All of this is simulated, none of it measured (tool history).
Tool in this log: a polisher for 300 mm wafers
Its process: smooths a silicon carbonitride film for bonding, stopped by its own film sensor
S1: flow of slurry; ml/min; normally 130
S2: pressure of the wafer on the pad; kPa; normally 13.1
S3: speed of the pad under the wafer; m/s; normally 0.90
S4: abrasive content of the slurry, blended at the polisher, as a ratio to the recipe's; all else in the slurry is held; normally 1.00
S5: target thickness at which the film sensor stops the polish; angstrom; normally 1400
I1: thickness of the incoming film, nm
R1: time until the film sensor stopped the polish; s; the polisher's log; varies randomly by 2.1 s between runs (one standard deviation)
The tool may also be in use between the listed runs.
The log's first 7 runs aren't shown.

| run | day | S1 | S2 | S3 | S4 | S5 | I1 | R1 |
|---|---|---|---|---|---|---|---|---|
|  | 8.750 | slurry blender recalibrated |
| 8 | 9.179 | 130 | 13.1 | 0.76 | 0.75 | 1360 | 166.5 | 192.7 |
| 9 | 9.917 | 105 | 13.1 | 0.90 | 1.00 | 1400 | 168.0 | 138.1 |
| 10 | 10.483 | 130 | 11.0 | 0.70 | 1.00 | 1400 | 171.0 | 204.4 |
| 11 | 11.683 | 120 | 13.1 | 0.90 | 1.00 | 1320 | 170.0 | 172.9 |
|  | 12.575 | worn pad replaced by a new one |
| 12 | 12.929 | 130 | 13.1 | 1.00 | 0.90 | 1430 | 171.1 | 126.8 |
| 13 | 14.021 | 130 | 15.2 | 0.90 | 1.10 | 1400 | 170.2 | 117.5 |
|  | 14.200 | slurry nozzle cleaned |
| 14 | 14.650 | 95 | 13.1 | 0.62 | 1.00 | 1400 | 168.2 | 171.1 |
| 15 | 15.808 | 130 | 13.1 | 0.90 | 1.00 | 1400 | 167.7 | 121.3 |
| 16 | 16.950 | 130 | 17.9 | 1.08 | 1.00 | 1400 | 166.6 | 73.3 |
| 17 | 17.462 | 100 | 15.9 | 1.08 | 1.00 | 1400 | 168.0 | 93.3 |
|  | 18.167 | slurry blender recalibrated |
| 18 | 18.642 | 100 | 16.5 | 0.90 | 1.00 | 1440 | 171.1 | 100.0 |
| 19 | 19.567 | 130 | 11.0 | 0.90 | 1.00 | 1400 | 168.6 | 153.2 |
| 20 | 20.758 | 170 | 13.1 | 0.74 | 1.00 | 1400 | 170.1 | 152.4 |
| 21 | 21.325 | 130 | 13.1 | 0.62 | 1.00 | 1400 | 170.3 | 190.7 |
| 22 | 22.800 | 130 | 13.1 | 0.90 | 1.20 | 1490 | 169.0 | 85.1 |
|  | 23.333 | worn pad replaced by a new one |
| 23 | 23.450 | 130 | 13.1 | 0.90 | 1.00 | 1400 | 168.7 | 131.2 |
| 24 | 24.525 | 120 | 13.1 | 0.90 | 1.00 | 1320 | 169.5 | 176.0 |
| 25 | 25.462 | 145 | 13.1 | 0.72 | 1.15 | 1470 | 170.6 | 118.8 |
|  | 25.671 | head pressure recalibrated |
| 26 | 26.550 | 130 | 13.1 | 0.90 | 1.00 | 1400 | 168.0 | 129.1 |
|  | 27.092 | slurry blender recalibrated |
| 27 | 27.875 | 130 | 10.3 | 0.90 | 1.10 | 1400 | 168.3 | 160.1 |
| 28 | 28.938 | 130 | 10.3 | 0.90 | 0.90 | 1400 | 168.4 | 181.4 |
|  | 29.183 | slurry nozzle cleaned |
| 29 | 30.167 | 105 | 13.1 | 0.90 | 1.00 | 1340 | 168.8 | 157.6 |
| 30 | 31.204 | 170 | 15.9 | 1.12 | 1.00 | 1370 | 170.2 | 95.6 |

Each row is a separate what-if for the run after 30, all from the same tool condition, not one after another. Results?
| A | 31.225 | 130 | 13.1 | 0.74 | 1.00 | 1400 | 169.4 | ? |
| B | 31.225 | 165 | 13.1 | 0.90 | 1.20 | 1400 | 169.4 | ? |
| C | 31.225 | 130 | 13.1 | 0.80 | 1.00 | 1400 | 169.4 | ? |
| D | 31.225 | 105 | 13.1 | 0.90 | 1.00 | 1460 | 169.4 | ? |

| run | R1 |
|---|---|
| A | 150.9 |
| B | 112.9 |
| C | 141.8 |
| D | 107.2 |
With no hidden state in the tool, these same runs would have given:
| run | R1 |
|---|---|
| A | 145.5 |
| B | 109.5 |
| C | 136.7 |
| D | 102.7 |

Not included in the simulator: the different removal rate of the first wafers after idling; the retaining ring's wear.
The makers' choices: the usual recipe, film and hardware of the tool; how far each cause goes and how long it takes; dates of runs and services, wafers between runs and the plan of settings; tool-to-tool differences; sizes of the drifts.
